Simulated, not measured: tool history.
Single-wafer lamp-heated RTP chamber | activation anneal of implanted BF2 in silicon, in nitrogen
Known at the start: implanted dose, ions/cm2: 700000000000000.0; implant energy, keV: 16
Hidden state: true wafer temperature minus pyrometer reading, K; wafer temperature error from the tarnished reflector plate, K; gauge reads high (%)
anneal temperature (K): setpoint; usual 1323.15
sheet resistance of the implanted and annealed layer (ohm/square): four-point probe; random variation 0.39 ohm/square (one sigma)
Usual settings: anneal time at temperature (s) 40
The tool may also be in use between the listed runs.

run,day,anneal temperature (K),anneal time at temperature (s),wafers since the last listed run,wafers since the last pyrometer calibration,wafers since the reflector plate was cleaned,hours since the gauge calibration,"read-back reference wafer on the same gauge, sheet resistance",sheet resistance of the implanted and annealed layer (ohm/square)
1,0,1323.15,40,0,2076,7892,569.7,174.99,186.33
2,2.75,1323.15,40,549,2625,8441,635.7,175,187.08
3,4.038,1323.15,40,257,2883,8699,666.6,174.88,186.36
# day 4.633: pyrometer window cleaned and pyrometer calibrated
4,5.062,1323.15,40,138,86,8837,691.2,174.89,186.98
5,8.008,1323.15,40,588,675,9426,761.9,174.69,186.23
6,9.012,1323.15,40,200,875,9627,786,174.74,185.57
7,13.329,1323.15,40,862,1738,10490,889.6,174.48,186.43
8,16.246,1323.15,40,583,2321,11073,959.6,174.36,185.9
9,18.325,1337.15,40,415,2737,11488,1009.5,174.23,179.67
10,20.254,1323.15,49,385,3123,11874,1055.8,174.3,183.45
# day 22.825: pyrometer window cleaned and pyrometer calibrated
11,23.025,1323.15,49,487,39,12361,1122.3,174.1,182.94
12,25.254,1323.15,51,445,485,12807,1175.8,174.26,182.04
# day 25.604: reflector plate cleaned
13,27.8,1323.15,51,442,927,439,1236.9,174.02,181.83
14,29.333,1323.15,40,306,1234,745,1273.7,173.95,185.98
15,32.179,1308.15,32,568,1803,1314,1342,173.84,197.43
16,35.688,1323.15,51,701,2504,2015,1426.2,173.65,182.1
17,37.529,1342.15,21,368,2872,2384,1470.4,173.74,185.31
18,39.333,1323.15,40,360,3233,2744,1513.7,173.51,185.01
# day 40.792: pyrometer window cleaned and pyrometer calibrated
19,40.812,1323.15,40,229,4,2973,1549.2,173.48,184.4
# day 46.029: gauge calibrated
20,47.392,1323.15,58,1315,1319,4289,32.7,176,182.1
21,49.717,1294.15,64,464,1784,4753,88.5,175.88,195.1
22,52.333,1323.15,40,523,2307,5276,151.3,175.7,187.14
23,54.171,1296.15,51,367,2674,5644,195.4,175.6,198.14
24,57.033,1335.15,21,572,3247,6216,264.1,175.7,190.52
25,58.162,1323.15,29,225,3472,6442,291.2,175.43,192.83
# day 59.45: pyrometer window cleaned and pyrometer calibrated
26,60.904,1323.15,63,481,290,6923,357,175.44,179.66

4 ways to go on from here, each from the tool as it stands after run 26. What would each give?
A,60.921,1323.15,40,3,293,6927,357.4,?,?
B,60.921,1323.15,61,3,293,6927,357.4,?,?
C,60.921,1301.15,29,3,293,6927,357.4,?,?
D,60.921,1343.15,61,3,293,6927,357.4,?,?

run,"read-back reference wafer on the same gauge, sheet resistance",sheet resistance of the implanted and annealed layer (ohm/square)
A,175.39,187.36
B,175.39,180.45
C,175.39,205.46
D,175.39,174.68
Without the tool's hidden state the same runs would have given:
run,sheet resistance of the implanted and annealed layer (ohm/square)
A,187.95
B,181.03
C,206.11
D,175.23

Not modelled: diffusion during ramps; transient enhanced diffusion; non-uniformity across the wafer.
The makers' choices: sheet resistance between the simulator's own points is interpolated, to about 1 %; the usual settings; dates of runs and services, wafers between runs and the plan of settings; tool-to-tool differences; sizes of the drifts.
